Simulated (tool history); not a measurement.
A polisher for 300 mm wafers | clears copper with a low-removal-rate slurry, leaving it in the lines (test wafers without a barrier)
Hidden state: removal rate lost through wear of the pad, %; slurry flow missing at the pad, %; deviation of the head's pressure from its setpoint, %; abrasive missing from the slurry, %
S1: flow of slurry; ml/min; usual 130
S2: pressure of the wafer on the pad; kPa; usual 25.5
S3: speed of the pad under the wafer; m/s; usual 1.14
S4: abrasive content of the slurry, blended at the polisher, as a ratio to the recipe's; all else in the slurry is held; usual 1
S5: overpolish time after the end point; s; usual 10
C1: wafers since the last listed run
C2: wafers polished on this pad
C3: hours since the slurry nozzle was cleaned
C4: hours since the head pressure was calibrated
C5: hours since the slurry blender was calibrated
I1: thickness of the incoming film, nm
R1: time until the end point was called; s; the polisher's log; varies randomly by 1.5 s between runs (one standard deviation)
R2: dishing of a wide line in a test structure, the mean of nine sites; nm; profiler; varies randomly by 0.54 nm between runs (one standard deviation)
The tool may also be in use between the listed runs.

run 1 hour=0 | S1=130 S2=25.5 S3=1.14 S4=0.85 S5=10 | C1=0 C2=464 C3=454.9 C4=1343.3 C5=70.5 | I1=448.8 | R1=137.4 R2=27
run 2 hour=14.8 | S1=130 S2=25.5 S3=1.14 S4=1 S5=10 | C1=96 C2=561 C3=469.7 C4=1358.1 C5=85.3 | I1=440.1 | R1=133.7 R2=27.5
run 3 hour=23.4 | S1=130 S2=25.5 S3=1.14 S4=1 S5=10 | C1=56 C2=618 C3=478.3 C4=1366.7 C5=93.9 | I1=441.1 | R1=135.1 R2=27
run 4 hour=37.7 | S1=130 S2=25.5 S3=1.14 S4=1 S5=10 | C1=93 C2=711 C3=492.6 C4=1381 C5=108.2 | I1=441.5 | R1=133.1 R2=28
-- hour=49.3 worn pad replaced by a new one
run 5 hour=49.8 | S1=130 S2=25.5 S3=1.14 S4=1 S5=10 | C1=53 C2=3 C3=504.7 C4=1393.1 C5=120.3 | I1=443.4 | R1=135.5 R2=27
run 6 hour=60.6 | S1=130 S2=25.5 S3=1.14 S4=1.05 S5=10 | C1=70 C2=74 C3=515.5 C4=1403.9 C5=131.1 | I1=443.4 | R1=135.4 R2=28.1
run 7 hour=69.1 | S1=160 S2=25.5 S3=1.14 S4=1.1 S5=10 | C1=55 C2=129 C3=524 C4=1412.4 C5=139.6 | I1=450.6 | R1=132.9 R2=28.2
run 8 hour=80.5 | S1=120 S2=25.5 S3=1.46 S4=0.85 S5=10 | C1=74 C2=204 C3=535.4 C4=1423.8 C5=151 | I1=440.6 | R1=110.8 R2=33.6
run 9 hour=96 | S1=145 S2=20 S3=1.14 S4=1 S5=10 | C1=101 C2=306 C3=550.9 C4=1439.3 C5=166.5 | I1=443.1 | R1=171.1 R2=21.6
run 10 hour=110.1 | S1=115 S2=25.5 S3=0.82 S4=1.2 S5=10 | C1=92 C2=398 C3=565 C4=1453.4 C5=180.6 | I1=438 | R1=184.2 R2=19.6
run 11 hour=124.1 | S1=130 S2=25.5 S3=1.14 S4=1.3 S5=10 | C1=91 C2=490 C3=579 C4=1467.4 C5=194.6 | I1=446 | R1=130.4 R2=27.8
run 12 hour=134.4 | S1=130 S2=25.5 S3=1.14 S4=1 S5=8 | C1=67 C2=557 C3=589.3 C4=1477.7 C5=204.9 | I1=451.2 | R1=140 R2=22
-- hour=147.1 worn pad replaced by a new one
run 13 hour=182.7 | S1=130 S2=33.8 S3=1.3 S4=1 S5=10 | C1=290 C2=233 C3=637.6 C4=1526 C5=253.2 | I1=443 | R1=94 R2=38.5

Run 14 comes next. What will it give?
-- hour=188.5 head pressure recalibrated
run 14 hour=193.8 | S1=130 S2=25.5 S3=1.14 S4=1.15 S5=10 | C1=59 C2=292 C3=648.7 C4=5.3 C5=264.3 | I1=448.6 | R1=? R2=?

R1: 137.7 s
R2: 28.1 nm
Were there no unlogged condition in the tool, this run, its random variation unchanged, would have produced R1 126.7 s, R2 30.3 nm.

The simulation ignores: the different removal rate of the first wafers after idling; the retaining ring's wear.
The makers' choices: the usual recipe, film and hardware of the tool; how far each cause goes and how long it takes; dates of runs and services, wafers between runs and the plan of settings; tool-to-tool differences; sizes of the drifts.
